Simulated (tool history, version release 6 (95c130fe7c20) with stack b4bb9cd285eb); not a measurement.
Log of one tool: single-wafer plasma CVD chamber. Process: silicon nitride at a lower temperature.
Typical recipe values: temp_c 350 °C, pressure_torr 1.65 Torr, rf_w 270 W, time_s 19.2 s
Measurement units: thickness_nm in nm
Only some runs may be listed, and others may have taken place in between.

| run | hour | temp_c | pressure_torr | rf_w | time_s | read-back reference wafer on the same gauge, thickness_nm | thickness_nm |
|---|---|---|---|---|---|---|---|
| 1 | 0 | 350 | 1.42 | 310 | 19.2 | 21.2 | 20.585 |
| 2 | 54.3 | 350 | 1.65 | 270 | 19.2 | 21.214 | 18.863 |
|  | 123.3 | thermocouple changed; heater temperature recalibrated |
| 3 | 146 | 350 | 1.65 | 270 | 19.2 | 21.205 | 18.798 |
| 4 | 188.7 | 336 | 1.44 | 285 | 19.2 | 21.201 | 19.254 |
|  | 251.5 | gauge calibrated |
| 5 | 284.6 | 350 | 1.65 | 270 | 19.2 | 21.176 | 18.695 |
| 6 | 386.9 | 350 | 1.65 | 270 | 19.2 | 21.196 | 18.776 |
| 7 | 435.9 | 350 | 1.65 | 270 | 19.2 | 21.199 | 18.842 |
| 8 | 475.1 | 350 | 1.95 | 240 | 19.2 | 21.225 | 17.529 |
| 9 | 517.9 | 346 | 1.65 | 270 | 21.5 | 21.207 | 21.025 |
| 10 | 595.1 | 350 | 1.24 | 310 | 19.2 | 21.191 | 19.694 |
| 11 | 650.9 | 341 | 1.65 | 245 | 19.2 | 21.173 | 17.231 |
| 12 | 711.3 | 339 | 1.65 | 240 | 19.2 | 21.202 | 16.95 |
|  | 728.8 | capacitance manometer re-zeroed and calibrated |
| 13 | 939.9 | 361 | 1.65 | 325 | 19.2 | 21.207 | 21.438 |
| 14 | 1010.1 | 338 | 1.65 | 270 | 19.2 | 21.18 | 18.811 |
| 15 | 1082.1 | 350 | 1.65 | 270 | 19.2 | 21.187 | 18.671 |
| 16 | 1121.7 | 350 | 1.98 | 295 | 16 | 21.184 | 17.169 |
| 17 | 1186.4 | 338 | 1.95 | 235 | 21.9 | 21.182 | 19.528 |
| 18 | 1249.6 | 350 | 1.98 | 295 | 16 | 21.197 | 17.206 |
| 19 | 1315.5 | 350 | 1.4 | 270 | 21.3 | 21.171 | 19.77 |
|  | 1393.8 | thermocouple changed; heater temperature recalibrated |
| 20 | 1395.5 | 350 | 1.91 | 270 | 22.9 | 21.204 | 22.667 |
| 21 | 1436.2 | 350 | 1.65 | 245 | 22.3 | 21.194 | 19.708 |
| 22 | 1481.1 | 350 | 1.65 | 270 | 19.2 | 21.219 | 18.435 |
| 23 | 1535.9 | 350 | 1.65 | 270 | 19.2 | 21.192 | 18.343 |
| 24 | 1593.8 | 350 | 1.65 | 270 | 19.2 | 21.189 | 18.342 |
| 25 | 1878.7 | 350 | 1.65 | 285 | 20.5 | 21.189 | 20.337 |

Estimate the outcome of run 26 from the log above:
| 26 | 1963.2 | 350 | 1.65 | 270 | 19.2 | ? | ? |

read-back reference wafer on the same gauge, thickness_nm: 21.206
thickness_nm: 18.133 nm
With the hidden condition absent and the run-to-run variation left alone, this run would have shown thickness_nm 19.273 nm.
